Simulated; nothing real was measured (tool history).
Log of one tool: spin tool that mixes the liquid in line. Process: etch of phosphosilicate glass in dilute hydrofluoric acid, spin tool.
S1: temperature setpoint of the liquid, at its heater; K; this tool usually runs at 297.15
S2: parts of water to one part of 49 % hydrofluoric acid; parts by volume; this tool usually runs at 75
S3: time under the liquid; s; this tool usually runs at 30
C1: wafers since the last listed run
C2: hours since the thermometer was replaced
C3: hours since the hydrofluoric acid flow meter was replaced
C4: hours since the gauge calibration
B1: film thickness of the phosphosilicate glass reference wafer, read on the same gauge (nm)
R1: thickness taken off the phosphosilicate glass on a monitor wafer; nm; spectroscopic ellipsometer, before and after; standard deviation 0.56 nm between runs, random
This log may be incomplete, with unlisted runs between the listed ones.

run    hour      S1  S2  S3    C1      C2      C3      C4     B1      R1
  1     0.0  297.15  75  30     0   266.4   550.4   623.7  40.01   61.92
  2   103.6  297.15  75  30  1576   370.0   654.0   727.3  40.00   62.02
  3   211.1  297.15  75  20  1636   477.5   761.5   834.8  39.99   41.30
  4   286.9  293.65  75  30  1153   553.3   837.3   910.6  40.01   53.55
  5   336.8  297.15  75  30   759   603.2   887.2   960.5  39.99   62.41
  6   559.8  297.15  75  30  3394   826.2  1110.2  1183.5  39.99   60.93
      586.9  -- gauge calibrated
  7   635.9  297.15  95  30  1158   902.3  1186.3    49.0  40.02   46.46
  8   726.2  297.15  75  30  1374   992.6  1276.6   139.3  40.00   61.46
  9   820.8  297.15  75  15  1439  1087.2  1371.2   233.9  40.02   30.33
      830.0  -- hydrofluoric acid flow meter replaced
 10   861.9  297.15  75  30   610  1128.3    31.9   275.0  40.01   58.36
 11   921.8  297.15  50  45   911  1188.2    91.8   334.9  39.99  133.59
      946.5  -- thermometer replaced
 12  1045.2  297.15  75  30  1863    98.7   215.2   458.3  40.02   56.71
     1056.1  -- hydrofluoric acid flow meter replaced, repeated, since the last time left the tool worse
 13  1126.8  300.65  75  30  1226   180.3    70.7   539.9  40.00   72.80
 14  1178.0  298.65  40  15   779   231.5   121.9   591.1  39.98   66.34
 15  1220.4  297.15  50  30   645   273.9   164.3   633.5  39.99  100.04

A few steps of R1 between consecutive runs. Split each: what settings, incoming material and random variation would produce without the hidden state, and what is left over for the hidden state, along with gauge scatter present in only one of the two compared results (measured, and without hidden state):
What the log doesn't record here: liquid colder than its thermometer reads (K); hydrofluoric acid flow below the setpoint (%); gauge reads high (%).
Run 10 -> 11: S2 75 -> 50, S3 30 -> 45. R1 +75.23 nm: hidden state -8.90, all else +84.13.
Run 11 -> 12: S2 50 -> 75, S3 45 -> 30, thermometer replaced. R1 -76.88 nm: hidden state +8.53, all else -85.41.
